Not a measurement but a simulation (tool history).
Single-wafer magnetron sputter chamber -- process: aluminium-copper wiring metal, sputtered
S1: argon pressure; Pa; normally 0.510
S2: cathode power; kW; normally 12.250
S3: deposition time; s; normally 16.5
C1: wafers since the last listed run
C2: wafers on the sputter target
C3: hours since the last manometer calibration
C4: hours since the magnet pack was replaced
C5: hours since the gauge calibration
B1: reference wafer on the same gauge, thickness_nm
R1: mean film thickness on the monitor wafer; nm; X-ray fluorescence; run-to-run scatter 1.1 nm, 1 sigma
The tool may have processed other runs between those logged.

run   hour     S1      S2    S3    C1     C2      C3      C4      C5       B1       R1
  1    0.0  0.510  12.250  17.3     0   2545  2026.4  8801.9  1006.8  334.126  370.298
  2   37.5  0.510  12.250  17.3  1454   3999  2063.9  8839.4  1044.3  334.304  371.448
  3   63.4  0.510  12.250  16.5  1004   5003  2089.8  8865.3  1070.2  333.478  352.943
  4  121.1  0.510  12.250  16.5  2237   7241  2147.5  8923.0  1127.9  334.244  353.808
  5  178.1  0.510  12.250  16.5  2210   9451  2204.5  8980.0  1184.9  333.688  351.165
  6  211.1  0.510  13.000  16.5  1279  10731  2237.5  9013.0  1217.9  333.782  373.184
  7  250.8  0.510  13.000  16.5  1539  12270  2277.2  9052.7  1257.6  334.489  375.591
     284.3  -- sputter target and shields replaced
  8  287.6  0.510  13.000  16.5  1116    126  2314.0  9089.5  1294.4  333.720  375.389
  9  344.3  0.510  12.250  16.5  2198   2325  2370.7  9146.2  1351.1  333.639  351.912
 10  372.6  0.510  12.250  16.5  1097   3422  2399.0  9174.5  1379.4  334.065  356.492
 11  443.8  0.358  12.250  16.5  2760   6183  2470.2  9245.7  1450.6  334.350  380.652
 12  502.2  0.358  12.250  16.5  2264   8448  2528.6  9304.1  1509.0  334.392  379.195
 13  545.8  0.510  12.250  16.5  1690  10138  2572.2  9347.7  1552.6  333.571  353.928
 14  582.1  0.678  12.250  15.5  1407  11546  2608.5  9384.0  1588.9  334.262  306.501
 15  636.3  0.510   9.600  13.4  2101  13648  2662.7  9438.2  1643.1  334.190  225.487
     673.1  -- magnet pack replaced
 16  673.6  0.510  12.250  18.3  1136  14784  2700.0     0.5  1680.4  334.179  393.147
     728.0  -- sputter target and shields replaced
 17  731.4  0.510  12.250  16.5  1931    132  2757.8    58.3  1738.2  334.052  356.328
 18  793.4  0.510   9.200  13.9  2404   2536  2819.8   120.3  1800.2  334.198  225.862

Run 19, settings as shown, results not yet in. Your forecast:
     806.8  -- gauge calibrated
 19  833.9  0.510  12.250  16.5  1570  4107  2860.3  160.8  27.1   ?   ?

For run 19 the tool returned B1 334.114, R1 353.877 nm.
With the hidden condition absent and the run-to-run variation left alone, this run would have shown R1 335.398 nm.
